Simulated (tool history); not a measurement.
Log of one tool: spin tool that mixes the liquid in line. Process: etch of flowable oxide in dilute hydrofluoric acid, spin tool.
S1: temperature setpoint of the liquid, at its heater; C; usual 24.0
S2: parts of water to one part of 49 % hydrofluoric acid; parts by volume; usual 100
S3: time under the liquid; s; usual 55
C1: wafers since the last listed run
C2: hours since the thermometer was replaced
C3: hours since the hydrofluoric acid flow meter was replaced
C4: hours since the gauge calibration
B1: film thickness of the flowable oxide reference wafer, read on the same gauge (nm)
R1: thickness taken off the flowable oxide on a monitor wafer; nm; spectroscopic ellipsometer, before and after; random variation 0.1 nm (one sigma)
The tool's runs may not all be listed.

run 1 day=0.000 | S1=22.0 S2=100 S3=40 | C1=0 C2=1775.8 C3=641.6 C4=341.6 | B1=150.05 | R1=11.32
run 2 day=0.892 | S1=26.5 S2=100 S3=55 | C1=380 C2=1797.2 C3=663.0 C4=363.0 | B1=150.03 | R1=18.83
run 3 day=1.967 | S1=26.5 S2=100 S3=55 | C1=459 C2=1823.0 C3=688.8 C4=388.8 | B1=150.00 | R1=18.63
run 4 day=2.858 | S1=24.0 S2=100 S3=55 | C1=380 C2=1844.4 C3=710.2 C4=410.2 | B1=150.01 | R1=16.80
run 5 day=7.162 | S1=24.0 S2=100 S3=55 | C1=1838 C2=1947.7 C3=813.5 C4=513.5 | B1=150.00 | R1=16.75
-- day=7.708 hydrofluoric acid flow meter replaced
run 6 day=7.879 | S1=24.0 S2=100 S3=55 | C1=288 C2=1964.9 C3=4.1 C4=530.7 | B1=150.01 | R1=16.89
run 7 day=9.025 | S1=24.0 S2=100 S3=75 | C1=489 C2=1992.4 C3=31.6 C4=558.2 | B1=149.97 | R1=22.89
run 8 day=10.000 | S1=24.0 S2=100 S3=55 | C1=416 C2=2015.8 C3=55.0 C4=581.6 | B1=149.98 | R1=16.67
-- day=10.846 gauge calibrated
run 9 day=11.271 | S1=24.0 S2=100 S3=55 | C1=542 C2=2046.3 C3=85.5 C4=10.2 | B1=149.98 | R1=16.59
run 10 day=11.971 | S1=24.0 S2=100 S3=55 | C1=299 C2=2063.1 C3=102.3 C4=27.0 | B1=150.02 | R1=16.61
run 11 day=12.517 | S1=21.0 S2=80 S3=55 | C1=233 C2=2076.2 C3=115.4 C4=40.1 | B1=149.98 | R1=18.79
run 12 day=13.533 | S1=27.0 S2=120 S3=35 | C1=434 C2=2100.6 C3=139.8 C4=64.5 | B1=149.98 | R1=9.69
run 13 day=14.525 | S1=24.0 S2=100 S3=55 | C1=423 C2=2124.4 C3=163.6 C4=88.3 | B1=150.02 | R1=16.58
run 14 day=16.000 | S1=24.0 S2=145 S3=80 | C1=630 C2=2159.8 C3=199.0 C4=123.7 | B1=149.96 | R1=15.90
run 15 day=16.975 | S1=27.0 S2=130 S3=25 | C1=416 C2=2183.2 C3=222.4 C4=147.1 | B1=149.99 | R1=6.28
-- day=18.129 thermometer replaced
run 16 day=18.150 | S1=28.5 S2=125 S3=30 | C1=484 C2=0.5 C3=250.6 C4=175.3 | B1=149.99 | R1=9.37
run 17 day=19.108 | S1=22.5 S2=85 S3=25 | C1=409 C2=23.5 C3=273.6 C4=198.3 | B1=149.99 | R1=9.37
run 18 day=19.829 | S1=24.0 S2=140 S3=55 | C1=307 C2=40.8 C3=290.9 C4=215.6 | B1=149.99 | R1=12.66
run 19 day=23.388 | S1=24.0 S2=60 S3=70 | C1=1520 C2=126.2 C3=376.3 C4=301.0 | B1=150.00 | R1=41.00
run 20 day=24.283 | S1=21.0 S2=80 S3=55 | C1=382 C2=147.7 C3=397.8 C4=322.5 | B1=150.02 | R1=20.67

Forecast each of these 5 alternatives for the next run:
run A day=24.300 | S1=24.0 S2=100 S3=55 | C1=7 C2=148.1 C3=398.2 C4=322.9 | B1=? | R1=?
run B day=24.300 | S1=24.0 S2=60 S3=55 | C1=7 C2=148.1 C3=398.2 C4=322.9 | B1=? | R1=?
run C day=24.300 | S1=24.0 S2=120 S3=35 | C1=7 C2=148.1 C3=398.2 C4=322.9 | B1=? | R1=?
run D day=24.300 | S1=24.0 S2=80 S3=30 | C1=7 C2=148.1 C3=398.2 C4=322.9 | B1=? | R1=?
run E day=24.300 | S1=20.5 S2=55 S3=25 | C1=7 C2=148.1 C3=398.2 C4=322.9 | B1=? | R1=?

run=A B1=149.99 R1=18.33
run=B B1=149.99 R1=32.12
run=C B1=149.99 R1=9.49
run=D B1=149.99 R1=12.81
run=E B1=149.99 R1=13.86
Without the tool's hidden state the same runs would have given:
run=A R1=18.55
run=B R1=32.52
run=C R1=9.60
run=D R1=12.96
run=E R1=14.03

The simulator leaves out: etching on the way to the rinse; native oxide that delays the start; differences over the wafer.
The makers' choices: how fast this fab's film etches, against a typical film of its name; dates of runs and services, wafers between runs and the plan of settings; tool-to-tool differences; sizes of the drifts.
